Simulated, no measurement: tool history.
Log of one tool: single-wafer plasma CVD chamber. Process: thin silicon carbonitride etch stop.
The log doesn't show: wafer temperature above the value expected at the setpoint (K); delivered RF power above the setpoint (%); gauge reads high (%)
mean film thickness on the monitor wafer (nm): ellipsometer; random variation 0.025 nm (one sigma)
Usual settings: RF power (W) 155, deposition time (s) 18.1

| run | hour | RF power (W) | deposition time (s) | wafers since the last listed run | hours since the last thermocouple change | hours since the last RF generator calibration | hours since the showerhead was replaced | hours since the gauge calibration | read-back reference wafer on the same gauge, thickness_nm | mean film thickness on the monitor wafer (nm) |
|---|---|---|---|---|---|---|---|---|---|---|
| 1 | 0.0 | 140 | 18.9 | 0 | 2075.0 | 777.3 | 2556.0 | 30.7 | 10.500 | 9.984 |
| 2 | 13.9 | 140 | 18.9 | 437 | 2088.9 | 791.2 | 2569.9 | 44.6 | 10.508 | 10.006 |
| 3 | 80.3 | 155 | 20.6 | 2090 | 2155.3 | 857.6 | 2636.3 | 111.0 | 10.514 | 11.198 |
| 4 | 96.7 | 165 | 18.1 | 516 | 2171.7 | 874.0 | 2652.7 | 127.4 | 10.500 | 9.949 |
| 5 | 116.8 | 155 | 15.5 | 632 | 2191.8 | 894.1 | 2672.8 | 147.5 | 10.507 | 8.386 |
| 6 | 141.9 | 155 | 15.5 | 790 | 2216.9 | 919.2 | 2697.9 | 172.6 | 10.505 | 8.430 |
| 7 | 154.1 | 155 | 18.1 | 384 | 2229.1 | 931.4 | 2710.1 | 184.8 | 10.491 | 9.781 |
| 8 | 180.7 | 155 | 18.1 | 837 | 2255.7 | 958.0 | 2736.7 | 211.4 | 10.501 | 9.838 |
| 9 | 196.5 | 180 | 15.7 | 497 | 2271.5 | 973.8 | 2752.5 | 227.2 | 10.497 | 8.860 |
| 10 | 209.7 | 180 | 15.7 | 415 | 2284.7 | 987.0 | 2765.7 | 240.4 | 10.509 | 8.845 |
| 11 | 231.1 | 180 | 15.7 | 673 | 2306.1 | 1008.4 | 2787.1 | 261.8 | 10.492 | 8.817 |
|  | 248.7 | RF generator calibrated |
|  | 266.1 | showerhead replaced, of another model than before |
| 12 | 266.6 | 155 | 18.1 | 613 | 2341.6 | 17.9 | 0.5 | 297.3 | 10.506 | 10.011 |
| 13 | 279.5 | 155 | 18.1 | 406 | 2354.5 | 30.8 | 13.4 | 310.2 | 10.506 | 9.973 |
| 14 | 295.8 | 165 | 21.4 | 513 | 2370.8 | 47.1 | 29.7 | 326.5 | 10.501 | 11.935 |
|  | 298.7 | gauge calibrated |
| 15 | 330.1 | 155 | 18.1 | 1079 | 2405.1 | 81.4 | 64.0 | 31.4 | 10.496 | 10.001 |
| 16 | 358.9 | 165 | 19.3 | 906 | 2433.9 | 110.2 | 92.8 | 60.2 | 10.501 | 10.798 |
| 17 | 375.4 | 170 | 18.1 | 519 | 2450.4 | 126.7 | 109.3 | 76.7 | 10.488 | 10.088 |
|  | 400.6 | thermocouple changed; heater temperature recalibrated |
| 18 | 410.3 | 155 | 15.5 | 846 | 9.7 | 161.6 | 144.2 | 111.6 | 10.502 | 8.554 |
| 19 | 437.0 | 175 | 18.1 | 840 | 36.4 | 188.3 | 170.9 | 138.3 | 10.507 | 10.084 |
| 20 | 453.0 | 185 | 20.4 | 503 | 52.4 | 204.3 | 186.9 | 154.3 | 10.496 | 11.552 |
| 21 | 476.0 | 180 | 16.7 | 723 | 75.4 | 227.3 | 209.9 | 177.3 | 10.495 | 9.379 |
| 22 | 506.3 | 155 | 18.1 | 953 | 105.7 | 257.6 | 240.2 | 207.6 | 10.507 | 9.915 |
| 23 | 536.9 | 180 | 20.8 | 963 | 136.3 | 288.2 | 270.8 | 238.2 | 10.496 | 11.668 |
| 24 | 554.0 | 155 | 18.1 | 538 | 153.4 | 305.3 | 287.9 | 255.3 | 10.504 | 9.973 |
| 25 | 581.8 | 140 | 18.1 | 875 | 181.2 | 333.1 | 315.7 | 283.1 | 10.490 | 9.815 |
| 26 | 594.4 | 125 | 19.4 | 396 | 193.8 | 345.7 | 328.3 | 295.7 | 10.514 | 10.335 |

Forecast each of these 5 alternatives for the next run:
| A | 594.8 | 155 | 18.1 | 12 | 194.2 | 346.1 | 328.7 | 296.1 | ? | ? |
| B | 594.8 | 155 | 20.7 | 12 | 194.2 | 346.1 | 328.7 | 296.1 | ? | ? |
| C | 594.8 | 145 | 18.1 | 12 | 194.2 | 346.1 | 328.7 | 296.1 | ? | ? |
| D | 594.8 | 125 | 19.1 | 12 | 194.2 | 346.1 | 328.7 | 296.1 | ? | ? |
| E | 594.8 | 175 | 20.8 | 12 | 194.2 | 346.1 | 328.7 | 296.1 | ? | ? |

| run | read-back reference wafer on the same gauge, thickness_nm | mean film thickness on the monitor wafer (nm) |
|---|---|---|
| A | 10.508 | 9.931 |
| B | 10.508 | 11.357 |
| C | 10.508 | 9.837 |
| D | 10.508 | 10.176 |
| E | 10.508 | 11.620 |
Without the tool's hidden state the same runs would have given:
| run | mean film thickness on the monitor wafer (nm) |
|---|---|
| A | 10.026 |
| B | 11.467 |
| C | 9.932 |
| D | 10.274 |
| E | 11.732 |

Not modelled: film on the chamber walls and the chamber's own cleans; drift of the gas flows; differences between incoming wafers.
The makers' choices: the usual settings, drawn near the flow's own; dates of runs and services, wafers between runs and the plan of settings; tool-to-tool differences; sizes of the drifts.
